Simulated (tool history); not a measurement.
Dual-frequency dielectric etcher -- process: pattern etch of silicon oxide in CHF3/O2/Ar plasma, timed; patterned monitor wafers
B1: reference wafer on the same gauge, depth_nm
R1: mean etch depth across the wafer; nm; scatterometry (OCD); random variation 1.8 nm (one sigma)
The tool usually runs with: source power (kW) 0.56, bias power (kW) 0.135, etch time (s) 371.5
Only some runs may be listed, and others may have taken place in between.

run 1 hour=0 | source_power_(kW)=0.56 bias_power_(kW)=0.145 etch_time_(s)=371.5 | B1=607.8 | R1=539.7
run 2 hour=31.3 | source_power_(kW)=0.56 bias_power_(kW)=0.145 etch_time_(s)=371.5 | B1=608 | R1=536.9
run 3 hour=45.5 | source_power_(kW)=0.56 bias_power_(kW)=0.145 etch_time_(s)=371.5 | B1=608 | R1=541.8
run 4 hour=71.3 | source_power_(kW)=0.56 bias_power_(kW)=0.135 etch_time_(s)=371.5 | B1=607.8 | R1=526.5
run 5 hour=94.6 | source_power_(kW)=0.56 bias_power_(kW)=0.135 etch_time_(s)=371.5 | B1=608 | R1=528.1
run 6 hour=129 | source_power_(kW)=0.56 bias_power_(kW)=0.135 etch_time_(s)=371.5 | B1=608.4 | R1=525.5
run 7 hour=144.2 | source_power_(kW)=0.56 bias_power_(kW)=0.135 etch_time_(s)=371.5 | B1=607.8 | R1=523.4
-- hour=189.5 wet clean of the chamber
run 8 hour=190 | source_power_(kW)=0.56 bias_power_(kW)=0.135 etch_time_(s)=371.5 | B1=607.9 | R1=546.8
run 9 hour=190.4 | source_power_(kW)=0.56 bias_power_(kW)=0.135 etch_time_(s)=371.5 | B1=607.9 | R1=547.2
run 10 hour=214.9 | source_power_(kW)=0.56 bias_power_(kW)=0.135 etch_time_(s)=371.5 | B1=607.7 | R1=544.1
-- hour=224.7 gauge calibrated
-- hour=260.6 upper electrode replaced
run 11 hour=295.2 | source_power_(kW)=0.5 bias_power_(kW)=0.163 etch_time_(s)=312.5 | B1=608 | R1=454.6
run 12 hour=328.2 | source_power_(kW)=0.49 bias_power_(kW)=0.105 etch_time_(s)=371.5 | B1=608.3 | R1=466.7
run 13 hour=359.7 | source_power_(kW)=0.56 bias_power_(kW)=0.145 etch_time_(s)=371.5 | B1=608 | R1=558
-- hour=381.8 source power generator calibrated
run 14 hour=391.6 | source_power_(kW)=0.56 bias_power_(kW)=0.135 etch_time_(s)=371.5 | B1=607.6 | R1=541
run 15 hour=404.2 | source_power_(kW)=0.56 bias_power_(kW)=0.147 etch_time_(s)=470 | B1=608.4 | R1=702
-- hour=443.8 bias power generator calibrated
run 16 hour=460.9 | source_power_(kW)=0.56 bias_power_(kW)=0.159 etch_time_(s)=371.5 | B1=608 | R1=566.1
run 17 hour=493.3 | source_power_(kW)=0.69 bias_power_(kW)=0.135 etch_time_(s)=311 | B1=608 | R1=506.8
run 18 hour=507.7 | source_power_(kW)=0.56 bias_power_(kW)=0.117 etch_time_(s)=371.5 | B1=608.2 | R1=514.7
run 19 hour=596 | source_power_(kW)=0.56 bias_power_(kW)=0.145 etch_time_(s)=371.5 | B1=608.1 | R1=547

Predict each of these 4 candidate next runs independently; none follows another, all start after run 19:
run A hour=596.5 | source_power_(kW)=0.56 bias_power_(kW)=0.135 etch_time_(s)=371.5 | B1=? | R1=?
run B hour=596.5 | source_power_(kW)=0.56 bias_power_(kW)=0.135 etch_time_(s)=405.5 | B1=? | R1=?
run C hour=596.5 | source_power_(kW)=0.52 bias_power_(kW)=0.15 etch_time_(s)=402 | B1=? | R1=?
run D hour=596.5 | source_power_(kW)=0.45 bias_power_(kW)=0.135 etch_time_(s)=371.5 | B1=? | R1=?

run=A B1=608.3 R1=538.7
run=B B1=608.3 R1=588
run=C B1=608.3 R1=574.8
run=D B1=608.3 R1=467.1
What these runs would have given with no unlogged condition in the tool:
run=A R1=548.9
run=B R1=599.1
run=C R1=585.7
run=D R1=476
